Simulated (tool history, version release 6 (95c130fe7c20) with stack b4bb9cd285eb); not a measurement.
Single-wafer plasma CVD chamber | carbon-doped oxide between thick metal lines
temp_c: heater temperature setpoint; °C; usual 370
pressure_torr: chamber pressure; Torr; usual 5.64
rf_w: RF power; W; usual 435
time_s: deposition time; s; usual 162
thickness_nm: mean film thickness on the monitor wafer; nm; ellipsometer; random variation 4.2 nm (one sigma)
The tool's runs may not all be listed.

run,hour,temp_c,pressure_torr,rf_w,time_s,wafers since the last listed run,hours since the last thermocouple change,hours since the last RF generator calibration,hours since the last manometer calibration,hours since the showerhead was replaced,hours since the gauge calibration,"read-back reference wafer on the same gauge, thickness_nm",thickness_nm
1,0,370,5.64,475,162,0,1220.8,2154.9,566.9,4843.5,561.1,708.282,802.056
2,13.1,370,5.64,435,162,105,1233.9,2168,580,4856.6,574.2,708.994,752.728
# hour 14.5: gauge calibrated
3,30.3,370,5.64,435,162,138,1251.1,2185.2,597.2,4873.8,15.8,725.854,773.335
4,47.7,370,5.64,435,162,140,1268.5,2202.6,614.6,4891.2,33.2,726.516,762.301
5,67.8,370,5.64,435,162,162,1288.6,2222.7,634.7,4911.3,53.3,723.789,771.837
6,84.3,370,5.64,435,162,133,1305.1,2239.2,651.2,4927.8,69.8,725.421,768.485
# hour 103.9: thermocouple changed; heater temperature recalibrated
7,112.4,370,4.91,435,162,162,8.5,2267.3,679.3,4955.9,97.9,723.252,744.515
# hour 131.2: RF generator calibrated
8,142.1,370,6.95,460,150,175,38.2,10.9,709,4985.6,127.6,722.955,762.989
9,164.9,370,5.64,435,162,183,61,33.7,731.8,5008.4,150.4,722.353,764.249
10,179.4,370,5.64,435,162,117,75.5,48.2,746.3,5022.9,164.9,721.538,757.289
# hour 210.1: showerhead replaced
11,212.6,359,5.64,520,162,203,108.7,81.4,779.5,2.5,198.1,721.683,883.218
12,225,382,6.43,435,162,100,121.1,93.8,791.9,14.9,210.5,721.841,760.806
13,245.8,370,5.64,435,162,167,141.9,114.6,812.7,35.7,231.3,719.64,765.661
14,279.8,370,5.22,435,140,274,175.9,148.6,846.7,69.7,265.3,718.174,646.152
15,299.9,385,7.01,410,134,162,196,168.7,866.8,89.8,285.4,717.573,595.223
16,332.9,382,6.69,435,188,266,229,201.7,899.8,122.8,318.4,717.419,881.673
17,355.5,356,5.64,370,135,182,251.6,224.3,922.4,145.4,341,717.324,576.703
# hour 378: capacitance manometer re-zeroed and calibrated
18,378.5,359,6.57,460,149,121,274.6,247.3,0.5,168.4,364,715.905,751.608
19,407.7,370,5.64,435,162,235,303.8,276.5,29.7,197.6,393.2,715.381,755.599
20,421.8,370,5.64,435,149,113,317.9,290.6,43.8,211.7,407.3,715.384,696.405
21,450.8,370,5.64,435,162,234,346.9,319.6,72.8,240.7,436.3,714.888,759.94
22,483.2,370,5.64,435,162,261,379.3,352,105.2,273.1,468.7,715.335,748.442
23,510.8,370,4.44,470,162,222,406.9,379.6,132.8,300.7,496.3,710.501,752.547
24,527.7,358,6.06,365,132,136,423.8,396.5,149.7,317.6,513.2,711.537,548.188
25,545.7,370,6.55,435,177,145,441.8,414.5,167.7,335.6,531.2,713.576,839.474
26,572.9,370,5.64,480,162,219,469,441.7,194.9,362.8,558.4,710.705,815.179
27,598.4,379,5.64,435,162,205,494.5,467.2,220.4,388.3,583.9,709.589,736.288
# hour 601.2: gauge calibrated
28,623.5,380,6.79,395,162,202,519.6,492.3,245.5,413.4,22.3,725.7,724.758
29,638,370,5.64,435,162,117,534.1,506.8,260,427.9,36.8,725.582,772.472

Forecast each of these 3 alternatives for the next run:
A,638.4,370,5.64,435,162,3,534.5,507.2,260.4,428.3,37.2,?,?
B,638.4,360,6.98,365,162,3,534.5,507.2,260.4,428.3,37.2,?,?
C,638.4,370,6.99,365,175,3,534.5,507.2,260.4,428.3,37.2,?,?

run,"read-back reference wafer on the same gauge, thickness_nm",thickness_nm
A,726.491,762.95
B,726.491,693.036
C,726.491,733.037
Without the tool's hidden state the same runs would have given:
run,thickness_nm
A,763.045
B,693.122
C,733.129
